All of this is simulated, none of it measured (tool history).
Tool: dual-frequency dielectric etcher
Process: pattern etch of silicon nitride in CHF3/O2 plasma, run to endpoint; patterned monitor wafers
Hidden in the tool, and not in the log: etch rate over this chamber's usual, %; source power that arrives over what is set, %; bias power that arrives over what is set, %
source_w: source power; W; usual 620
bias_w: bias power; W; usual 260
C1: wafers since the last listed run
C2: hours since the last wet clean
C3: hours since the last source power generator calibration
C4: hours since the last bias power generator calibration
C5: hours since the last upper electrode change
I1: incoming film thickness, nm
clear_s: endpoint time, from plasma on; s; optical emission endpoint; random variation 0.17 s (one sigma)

{"run": 1, "hour": 0.0, "source_w": 620, "bias_w": 307, "C1": 0, "C2": 434.9, "C3": 3310.3, "C4": 1904.6, "C5": 3000.3, "I1": 91.6, "clear_s": 53.2}
{"run": 2, "hour": 28.3, "source_w": 620, "bias_w": 307, "C1": 293, "C2": 463.2, "C3": 3338.6, "C4": 1932.9, "C5": 3028.6, "I1": 91.1, "clear_s": 53.1}
{"run": 3, "hour": 50.5, "source_w": 510, "bias_w": 260, "C1": 230, "C2": 485.4, "C3": 3360.8, "C4": 1955.1, "C5": 3050.8, "I1": 91.8, "clear_s": 61.1}
{"run": 4, "hour": 80.8, "source_w": 510, "bias_w": 260, "C1": 314, "C2": 515.7, "C3": 3391.1, "C4": 1985.4, "C5": 3081.1, "I1": 91.1, "clear_s": 60.9}
{"run": 5, "hour": 100.3, "source_w": 510, "bias_w": 260, "C1": 202, "C2": 535.2, "C3": 3410.6, "C4": 2004.9, "C5": 3100.6, "I1": 91.4, "clear_s": 61.3}
{"run": 6, "hour": 115.0, "source_w": 620, "bias_w": 260, "C1": 152, "C2": 549.9, "C3": 3425.3, "C4": 2019.6, "C5": 3115.3, "I1": 91.1, "clear_s": 57.2}
{"run": 7, "hour": 133.9, "source_w": 620, "bias_w": 260, "C1": 195, "C2": 568.8, "C3": 3444.2, "C4": 2038.5, "C5": 3134.2, "I1": 91.0, "clear_s": 57.3}
{"hour": 158.9, "done": "upper electrode replaced"}
{"hour": 178.6, "done": "wet clean of the chamber"}
{"run": 8, "hour": 179.1, "source_w": 620, "bias_w": 260, "C1": 15, "C2": 0.5, "C3": 3489.4, "C4": 2083.7, "C5": 20.2, "I1": 90.4, "clear_s": 54.6}
{"run": 9, "hour": 182.8, "source_w": 620, "bias_w": 260, "C1": 38, "C2": 4.2, "C3": 3493.1, "C4": 2087.4, "C5": 23.9, "I1": 91.4, "clear_s": 55.6}
{"hour": 194.8, "done": "bias power generator calibrated"}
{"hour": 196.1, "done": "source power generator calibrated"}
{"run": 10, "hour": 212.7, "source_w": 540, "bias_w": 220, "C1": 254, "C2": 34.1, "C3": 16.6, "C4": 17.9, "C5": 53.8, "I1": 91.1, "clear_s": 62.0}
{"run": 11, "hour": 232.0, "source_w": 620, "bias_w": 260, "C1": 200, "C2": 53.4, "C3": 35.9, "C4": 37.2, "C5": 73.1, "I1": 90.4, "clear_s": 55.3}
{"run": 12, "hour": 266.9, "source_w": 620, "bias_w": 241, "C1": 361, "C2": 88.3, "C3": 70.8, "C4": 72.1, "C5": 108.0, "I1": 90.8, "clear_s": 57.0}
{"run": 13, "hour": 298.1, "source_w": 540, "bias_w": 220, "C1": 323, "C2": 119.5, "C3": 102.0, "C4": 103.3, "C5": 139.2, "I1": 91.3, "clear_s": 62.6}
{"run": 14, "hour": 321.9, "source_w": 620, "bias_w": 260, "C1": 246, "C2": 143.3, "C3": 125.8, "C4": 127.1, "C5": 163.0, "I1": 90.9, "clear_s": 55.6}
{"run": 15, "hour": 353.9, "source_w": 620, "bias_w": 260, "C1": 331, "C2": 175.3, "C3": 157.8, "C4": 159.1, "C5": 195.0, "I1": 90.6, "clear_s": 55.7}
{"run": 16, "hour": 374.3, "source_w": 570, "bias_w": 260, "C1": 211, "C2": 195.7, "C3": 178.2, "C4": 179.5, "C5": 215.4, "I1": 91.8, "clear_s": 58.1}
{"run": 17, "hour": 409.1, "source_w": 620, "bias_w": 198, "C1": 360, "C2": 230.5, "C3": 213.0, "C4": 214.3, "C5": 250.2, "I1": 90.8, "clear_s": 62.5}
{"run": 18, "hour": 455.8, "source_w": 540, "bias_w": 311, "C1": 484, "C2": 277.2, "C3": 259.7, "C4": 261.0, "C5": 296.9, "I1": 91.2, "clear_s": 55.0}
{"run": 19, "hour": 480.3, "source_w": 470, "bias_w": 324, "C1": 254, "C2": 301.7, "C3": 284.2, "C4": 285.5, "C5": 321.4, "I1": 90.6, "clear_s": 56.2}

Hidden state or all else? Some run-to-run changes of clear_s, split into what the settings, what came in and random variation would give without the hidden state, and what is left for the hidden state (with any gauge scatter that isn't in both results):
Run 2 -> 3: source_w 620 -> 510, bias_w 307 -> 260. clear_s +8.0 s: hidden state +0.3, all else +7.7.
Run 7 -> 8: upper electrode replaced, wet clean of the chamber. clear_s -2.7 s: hidden state -2.0, all else -0.7.
